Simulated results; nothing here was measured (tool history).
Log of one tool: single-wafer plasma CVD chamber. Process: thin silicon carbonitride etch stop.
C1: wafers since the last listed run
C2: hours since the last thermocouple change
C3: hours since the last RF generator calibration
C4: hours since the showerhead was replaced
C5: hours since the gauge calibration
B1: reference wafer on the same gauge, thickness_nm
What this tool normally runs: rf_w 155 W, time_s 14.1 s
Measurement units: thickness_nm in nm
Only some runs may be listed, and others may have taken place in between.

Run 1, hour 0.0: usual settings but time_s 12.1 s; C1 0; C2 534.4; C3 428.9; C4 6125.8; C5 497.7; B1 6.334. Result: thickness_nm 6.174 nm.
Run 2, hour 31.1: usual settings but rf_w 150 W; C1 871; C2 565.5; C3 460.0; C4 6156.9; C5 528.8; B1 6.312. Result: thickness_nm 7.159 nm.
Run 3, hour 57.3: usual settings but rf_w 150 W; C1 733; C2 591.7; C3 486.2; C4 6183.1; C5 555.0; B1 6.305. Result: thickness_nm 7.101 nm.
Run 4, hour 113.1: usual settings; C1 1563; C2 647.5; C3 542.0; C4 6238.9; C5 610.8; B1 6.316. Result: thickness_nm 7.138 nm.
Run 5, hour 167.8: usual settings; C1 1532; C2 702.2; C3 596.7; C4 6293.6; C5 665.5; B1 6.329. Result: thickness_nm 7.174 nm.
Run 6, hour 235.3: usual settings; C1 1890; C2 769.7; C3 664.2; C4 6361.1; C5 733.0; B1 6.319. Result: thickness_nm 7.161 nm.
Run 7, hour 282.3: usual settings; C1 1316; C2 816.7; C3 711.2; C4 6408.1; C5 780.0; B1 6.307. Result: thickness_nm 7.159 nm.
Run 8, hour 336.1: usual settings; C1 1507; C2 870.5; C3 765.0; C4 6461.9; C5 833.8; B1 6.310. Result: thickness_nm 7.201 nm.
Run 9, hour 384.9: usual settings; C1 1367; C2 919.3; C3 813.8; C4 6510.7; C5 882.6; B1 6.323. Result: thickness_nm 7.164 nm.
Run 10, hour 451.2: usual settings; C1 1857; C2 985.6; C3 880.1; C4 6577.0; C5 948.9; B1 6.320. Result: thickness_nm 7.128 nm.
Run 11, hour 481.3: usual settings; C1 843; C2 1015.7; C3 910.2; C4 6607.1; C5 979.0; B1 6.326. Result: thickness_nm 7.171 nm.
Run 12, hour 512.6: usual settings; C1 876; C2 1047.0; C3 941.5; C4 6638.4; C5 1010.3; B1 6.321. Result: thickness_nm 7.137 nm.
Run 13, hour 643.5: usual settings; C1 3667; C2 1177.9; C3 1072.4; C4 6769.3; C5 1141.2; B1 6.328. Result: thickness_nm 7.160 nm.
At hour 656.4: RF generator calibrated.
Run 14, hour 687.0: usual settings but rf_w 170 W, time_s 12.2 s; C1 994; C2 1221.4; C3 30.6; C4 6812.8; C5 1184.7; B1 6.317. Result: thickness_nm 6.578 nm.
Run 15, hour 740.9: usual settings but rf_w 170 W, time_s 12.2 s; C1 1509; C2 1275.3; C3 84.5; C4 6866.7; C5 1238.6; B1 6.333. Result: thickness_nm 6.478 nm.
Run 16, hour 812.2: usual settings; C1 1997; C2 1346.6; C3 155.8; C4 6938.0; C5 1309.9; B1 6.310. Result: thickness_nm 7.271 nm.
Run 17, hour 866.8: usual settings but rf_w 125 W; C1 1529; C2 1401.2; C3 210.4; C4 6992.6; C5 1364.5; B1 6.314. Result: thickness_nm 6.741 nm.
Run 18, hour 905.8: usual settings but rf_w 170 W, time_s 12.5 s; C1 1092; C2 1440.2; C3 249.4; C4 7031.6; C5 1403.5; B1 6.314. Result: thickness_nm 6.604 nm.
Run 19, hour 962.7: usual settings; C1 1594; C2 1497.1; C3 306.3; C4 7088.5; C5 1460.4; B1 6.312. Result: thickness_nm 7.159 nm.
At hour 999.2: showerhead replaced.
Run 20, hour 999.7: usual settings but rf_w 140 W, time_s 16.3 s; C1 812; C2 1534.1; C3 343.3; C4 0.5; C5 1497.4; B1 6.324. Result: thickness_nm 8.105 nm.
Run 21, hour 1033.0: usual settings but rf_w 125 W, time_s 13.0 s; C1 932; C2 1567.4; C3 376.6; C4 33.8; C5 1530.7; B1 6.321. Result: thickness_nm 6.232 nm.
Run 22, hour 1101.1: usual settings but rf_w 135 W, time_s 16.2 s; C1 1907; C2 1635.5; C3 444.7; C4 101.9; C5 1598.8; B1 6.323. Result: thickness_nm 7.880 nm.
Run 23, hour 1147.5: usual settings but time_s 12.8 s; C1 1299; C2 1681.9; C3 491.1; C4 148.3; C5 1645.2; B1 6.329. Result: thickness_nm 6.546 nm.
Run 24, hour 1186.1: usual settings but rf_w 165 W, time_s 16.5 s; C1 1081; C2 1720.5; C3 529.7; C4 186.9; C5 1683.8; B1 6.312. Result: thickness_nm 8.603 nm.
Run 25, hour 1218.2: usual settings; C1 899; C2 1752.6; C3 561.8; C4 219.0; C5 1715.9; B1 6.314. Result: thickness_nm 7.185 nm.
Run 26, hour 1306.2: usual settings but rf_w 175 W, time_s 12.0 s; C1 2465; C2 1840.6; C3 649.8; C4 307.0; C5 1803.9; B1 6.323. Result: thickness_nm 6.401 nm.
At hour 1328.7: thermocouple changed; heater temperature recalibrated.
At hour 1341.0: gauge calibrated.
Run 27, hour 1365.1: usual settings but rf_w 180 W, time_s 13.2 s; C1 1425; C2 36.4; C3 708.7; C4 365.9; C5 24.1; B1 6.311. Result: thickness_nm 7.093 nm.
Run 28, hour 1418.5: usual settings but time_s 12.2 s; C1 1495; C2 89.8; C3 762.1; C4 419.3; C5 77.5; B1 6.330. Result: thickness_nm 6.193 nm.
Run 29, hour 1470.6: usual settings but rf_w 130 W, time_s 15.3 s; C1 1459; C2 141.9; C3 814.2; C4 471.4; C5 129.6; B1 6.300. Result: thickness_nm 7.354 nm.
Run 30, hour 1513.2: usual settings but rf_w 135 W, time_s 16.1 s; C1 1193; C2 184.5; C3 856.8; C4 514.0; C5 172.2; B1 6.321. Result: thickness_nm 7.741 nm.
Run 31, hour 1700.0: usual settings but rf_w 180 W; C1 5233; C2 371.3; C3 1043.6; C4 700.8; C5 359.0; B1 6.334. Result: thickness_nm 7.497 nm.

What differs in the tool's unlogged condition from the final listed run ahead of each entry between runs to the first listed run following it?
From run 13 to run 14: RF generator calibrated (hour 656.4)
  delivered RF power above the setpoint (%): -8.08 -> -0.675
  measured less the result without the state, thickness_nm: -0.210 -> -0.015 nm
From run 19 to run 20: showerhead replaced (hour 999.2)
  delivered RF power above the setpoint (%): -4.46 -> -4.81
  measured less the result without the state, thickness_nm: -0.113 -> -0.138 nm
From run 26 to run 27: thermocouple changed; heater temperature recalibrated (hour 1328.7); gauge calibrated (hour 1341.0)
  delivered RF power above the setpoint (%): -6.73 -> -6.96
  measured less the result without the state, thickness_nm: -0.155 -> -0.178 nm

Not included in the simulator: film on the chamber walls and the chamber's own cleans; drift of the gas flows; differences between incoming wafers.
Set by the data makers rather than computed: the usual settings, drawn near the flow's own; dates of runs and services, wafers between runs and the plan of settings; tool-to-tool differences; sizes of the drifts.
